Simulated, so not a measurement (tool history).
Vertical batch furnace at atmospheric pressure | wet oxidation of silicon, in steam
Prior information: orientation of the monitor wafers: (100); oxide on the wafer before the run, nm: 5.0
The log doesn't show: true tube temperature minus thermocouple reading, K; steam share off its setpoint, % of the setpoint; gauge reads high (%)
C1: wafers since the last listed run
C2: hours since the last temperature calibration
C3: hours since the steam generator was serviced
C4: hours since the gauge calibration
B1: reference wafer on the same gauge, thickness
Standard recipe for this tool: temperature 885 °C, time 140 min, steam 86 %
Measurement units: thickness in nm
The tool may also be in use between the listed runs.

Run 1, hour 0: usual settings; C1 0; C2 1727.5; C3 1201.3; C4 456.7; B1 281.94. Result: thickness 240.54 nm.
Run 2, hour 44.5: usual settings; C1 427; C2 1772; C3 1245.8; C4 501.2; B1 281.76. Result: thickness 240.08 nm.
Run 3, hour 106.3: usual settings but temperature 896 °C, steam 89 %; C1 594; C2 1833.8; C3 1307.6; C4 563; B1 281.96. Result: thickness 286.2 nm.
Run 4, hour 156.1: usual settings but temperature 896 °C, steam 89 %; C1 478; C2 1883.6; C3 1357.4; C4 612.8; B1 282.34. Result: thickness 287.13 nm.
Run 5, hour 461.2: usual settings but temperature 874 °C; C1 2933; C2 2188.7; C3 1662.5; C4 917.9; B1 282.81. Result: thickness 204.43 nm.
Run 6, hour 508.1: usual settings but temperature 874 °C; C1 450; C2 2235.6; C3 1709.4; C4 964.8; B1 281.9. Result: thickness 201.26 nm.
At hour 592.9: steam generator serviced.
Run 7, hour 605.9: usual settings but temperature 874 °C; C1 709; C2 2333.4; C3 13; C4 1062.6; B1 281.51. Result: thickness 211.89 nm.
At hour 652.2: thermocouples replaced and temperature profile calibrated.
Run 8, hour 666.9: usual settings but temperature 869 °C, steam 89 %; C1 355; C2 14.7; C3 74; C4 1123.6; B1 281.63. Result: thickness 201.85 nm.
Run 9, hour 737.8: usual settings but temperature 869 °C, steam 89 %; C1 681; C2 85.6; C3 144.9; C4 1194.5; B1 282.23. Result: thickness 202.38 nm.
Run 10, hour 819.6: usual settings but temperature 869 °C, steam 89 %; C1 786; C2 167.4; C3 226.7; C4 1276.3; B1 282.41. Result: thickness 203.84 nm.
Run 11, hour 911.9: usual settings but time 91 min; C1 887; C2 259.7; C3 319; C4 1368.6; B1 282.17. Result: thickness 169.21 nm.
Run 12, hour 1007.6: usual settings but time 91 min; C1 920; C2 355.4; C3 414.7; C4 1464.3; B1 281.84. Result: thickness 168.57 nm.
Run 13, hour 1105: usual settings but time 91 min; C1 936; C2 452.8; C3 512.1; C4 1561.7; B1 281.99. Result: thickness 169.54 nm.
Run 14, hour 1202.8: usual settings; C1 940; C2 550.6; C3 609.9; C4 1659.5; B1 281.68. Result: thickness 246 nm.
Run 15, hour 1254.1: usual settings; C1 493; C2 601.9; C3 661.2; C4 1710.8; B1 281.72. Result: thickness 244.92 nm.
Run 16, hour 1309.5: usual settings but temperature 878 °C, time 82.5 min; C1 532; C2 657.3; C3 716.6; C4 1766.2; B1 281.74. Result: thickness 140.58 nm.
Run 17, hour 1391: usual settings but temperature 863 °C, time 159.5 min, steam 93 %; C1 783; C2 738.8; C3 798.1; C4 1847.7; B1 281.83. Result: thickness 214.82 nm.
Run 18, hour 1572.2: usual settings; C1 1742; C2 920; C3 979.3; C4 2028.9; B1 281.65. Result: thickness 245.89 nm.
Run 19, hour 1621.7: usual settings; C1 475; C2 969.5; C3 1028.8; C4 2078.4; B1 281.56. Result: thickness 245.52 nm.
Run 20, hour 1718.2: usual settings but temperature 902 °C, time 80.5 min, steam 92 %; C1 927; C2 1066; C3 1125.3; C4 2174.9; B1 282.16. Result: thickness 200.85 nm.
Run 21, hour 1816.6: usual settings; C1 946; C2 1164.4; C3 1223.7; C4 2273.3; B1 282.2. Result: thickness 241.08 nm.
Run 22, hour 1856.1: usual settings but temperature 874 °C; C1 379; C2 1203.9; C3 1263.2; C4 2312.8; B1 282.21. Result: thickness 207.67 nm.
At hour 1885.4: gauge calibrated.
Run 23, hour 1955.6: usual settings but temperature 900 °C; C1 956; C2 1303.4; C3 1362.7; C4 70.2; B1 282.44. Result: thickness 294.13 nm.
Run 24, hour 2055.5: usual settings but temperature 896 °C, time 94 min; C1 960; C2 1403.3; C3 1462.6; C4 170.1; B1 282.63. Result: thickness 198.07 nm.
Run 25, hour 2114.3: usual settings but temperature 903 °C, time 82.5 min, steam 82 %; C1 565; C2 1462.1; C3 1521.4; C4 228.9; B1 281.85. Result: thickness 186.33 nm.
Run 26, hour 2188.6: usual settings; C1 714; C2 1536.4; C3 1595.7; C4 303.2; B1 281.81. Result: thickness 239.42 nm.
Run 27, hour 2277.8: usual settings but temperature 899 °C, time 76 min; C1 857; C2 1625.6; C3 1684.9; C4 392.4; B1 281.8. Result: thickness 169.7 nm.
At hour 2316.6: steam generator serviced.
Run 28, hour 2584.1: usual settings but time 206 min; C1 2714; C2 1931.9; C3 267.5; C4 698.7; B1 282.06. Result: thickness 344.41 nm.
Run 29, hour 2620.3: usual settings but temperature 864 °C; C1 348; C2 1968.1; C3 303.7; C4 734.9; B1 282.19. Result: thickness 182.76 nm.
Run 30, hour 2687.8: usual settings but temperature 868 °C, time 161.5 min, steam 92 %; C1 648; C2 2035.6; C3 371.2; C4 802.4; B1 281.48. Result: thickness 235.68 nm.
Run 31, hour 2793.9: usual settings but steam 94 %; C1 1020; C2 2141.7; C3 477.3; C4 908.5; B1 281.92. Result: thickness 265.25 nm.
Run 32, hour 2897.2: usual settings but temperature 869 °C, steam 89 %; C1 993; C2 2245; C3 580.6; C4 1011.8; B1 282.2. Result: thickness 198.88 nm.
Run 33, hour 2958.7: usual settings but time 200 min; C1 591; C2 2306.5; C3 642.1; C4 1073.3; B1 282.13. Result: thickness 334.12 nm.
Run 34, hour 3010.6: usual settings but temperature 898 °C, time 158 min; C1 499; C2 2358.4; C3 694; C4 1125.2; B1 282.08. Result: thickness 321.01 nm.
At hour 3037.7: thermocouples replaced and temperature profile calibrated.
Run 35, hour 3053: usual settings but time 161.5 min, steam 77 %; C1 176; C2 15.3; C3 736.4; C4 1167.6; B1 281.9. Result: thickness 251.67 nm.
Run 36, hour 3108.2: usual settings; C1 530; C2 70.5; C3 791.6; C4 1222.8; B1 282.55. Result: thickness 245.61 nm.
Run 37, hour 3203.3: usual settings but temperature 863 °C, time 118 min; C1 914; C2 165.6; C3 886.7; C4 1317.9; B1 281.82. Result: thickness 153.74 nm.
Run 38, hour 3305.7: usual settings; C1 984; C2 268; C3 989.1; C4 1420.3; B1 281.83. Result: thickness 246.32 nm.
Run 39, hour 3402.7: usual settings but temperature 875 °C; C1 932; C2 365; C3 1086.1; C4 1517.3; B1 281.31. Result: thickness 212.4 nm.

Difference, measured minus no-hidden-state, one row per run. Run-to-run variation is common to both terms; the gauge's own scatter need not be:
run  thickness
  1       -5.2
  2      -5.56
  3      -7.05
  4       -7.6
  5      -8.56
  6      -8.92
  7      -0.31
  8      -0.31
  9      -0.36
 10      -0.45
 11      -0.49
 12      -0.66
 13      -0.88
 14       -1.6
 15      -1.82
 16      -1.24
 17      -2.27
 18      -3.62
 19      -3.95
 20      -3.82
 21      -5.38
 22      -5.05
 23      -7.77
 24      -6.29
 25      -6.38
 26         -9
 27       -7.2
 28      -0.82
 29      -0.52
 30      -0.82
 31      -1.21
 32      -1.25
 33      -2.32
 34      -2.49
 35      -2.24
 36      -2.49
 37         -2
 38       -3.7
 39      -3.89

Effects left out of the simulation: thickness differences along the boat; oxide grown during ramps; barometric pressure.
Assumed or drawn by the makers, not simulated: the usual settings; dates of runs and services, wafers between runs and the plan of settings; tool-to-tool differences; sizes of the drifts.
